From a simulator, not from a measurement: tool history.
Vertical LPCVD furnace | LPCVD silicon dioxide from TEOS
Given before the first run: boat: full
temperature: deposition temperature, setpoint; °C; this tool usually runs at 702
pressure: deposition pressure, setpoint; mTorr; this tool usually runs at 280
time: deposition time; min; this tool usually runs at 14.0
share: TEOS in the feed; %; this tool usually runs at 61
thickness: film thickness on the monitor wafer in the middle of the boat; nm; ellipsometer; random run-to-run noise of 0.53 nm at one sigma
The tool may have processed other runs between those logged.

run     day  temperature  pressure  time  share  wafers since the last listed run  hours since the last temperature calibration  hours since the pressure gauge was zeroed  hours since the TEOS flow controller was replaced  hours since the gauge calibration  read-back reference wafer on the same gauge, thickness  thickness
  1   0.000          702       280  14.0     61                                 0                                        2526.0                                     1740.8                                             2043.5                              348.4                                                   76.18      94.61
  2   1.250          702       280  14.0     61                               269                                        2556.0                                     1770.8                                             2073.5                              378.4                                                   76.14      94.61
  3   2.662          702       280  14.0     61                               304                                        2589.9                                     1804.7                                             2107.4                              412.3                                                   75.88      93.74
  4   3.700          702       280  14.0     61                               223                                        2614.8                                     1829.6                                             2132.3                              437.2                                                   75.65      94.32
  5   5.100          702       280  14.0     61                               301                                        2648.4                                     1863.2                                             2165.9                              470.8                                                   75.66      92.91
  6   5.704          702       280  14.0     61                               130                                        2662.9                                     1877.7                                             2180.4                              485.3                                                   75.63      93.76
  7   6.521          702       280  14.0     61                               176                                        2682.5                                     1897.3                                             2200.0                              504.9                                                   75.46      91.95
  8   7.738          702       280  14.0     61                               262                                        2711.7                                     1926.5                                             2229.2                              534.1                                                   75.27      92.22
  9   8.392          702       280  14.0     61                               141                                        2727.4                                     1942.2                                             2244.9                              549.8                                                   75.26      93.54
 10   9.000          702       280  14.0     61                               131                                        2742.0                                     1956.8                                             2259.5                              564.4                                                   75.19      93.05
 11  10.350          702       280  11.0     67                               291                                        2774.4                                     1989.2                                             2291.9                              596.8                                                   74.90      76.17
 12  11.558          702       220   9.5     61                               260                                        2803.4                                     2018.2                                             2320.9                              625.8                                                   74.68      55.23
     11.571  -- gauge calibrated
     12.804  -- thermocouples replaced and temperature profile calibrated
 13  12.933          690       280  14.0     61                                80                                           3.1                                     2051.2                                             2353.9                               32.7                                                   76.96      71.06
 14  13.842          702       280  12.5     69                               195                                          24.9                                     2073.0                                             2375.7                               54.5                                                   76.99      89.73
     14.904  -- TEOS flow controller replaced
     15.500  -- pressure gauge zeroed
 15  15.521          702       280  12.5     69                                17                                          65.2                                        0.5                                               14.8                               94.8                                                   76.84      89.80
 16  15.712          713       280  14.0     61                                41                                          69.8                                        5.1                                               19.4                               99.4                                                   76.82     121.93
 17  16.562          702       280  14.0     61                               183                                          90.2                                       25.5                                               39.8                              119.8                                                   76.73      95.23
 18  17.712          702       280  15.5     71                               248                                         117.8                                       53.1                                               67.4                              147.4                                                   76.84     112.85
 19  18.767          694       280  10.5     51                               227                                         143.1                                       78.4                                               92.7                              172.7                                                   76.74      53.88
 20  20.204          702       325  14.0     72                               310                                         177.6                                      112.9                                              127.2                              207.2                                                   76.68     110.03

Measured result minus the same run's result without the hidden state. Both carry the same run-to-run variation, though not necessarily the same gauge scatter:
The tool's hidden condition here consists of: true tube temperature minus thermocouple reading, K; true pressure minus gauge reading, mTorr; deviation of the TEOS flow from its setpoint, %; gauge reads high (%).
run  thickness
  1      -0.98
  2      -1.13
  3      -1.30
  4      -1.46
  5      -1.64
  6      -1.76
  7      -1.85
  8      -2.07
  9      -2.21
 10      -2.32
 11      -2.11
 12      -1.68
 13      -0.11
 14      -0.15
 15      -0.19
 16      -0.27
 17      -0.24
 18      -0.34
 19      -0.20
 20      -0.51
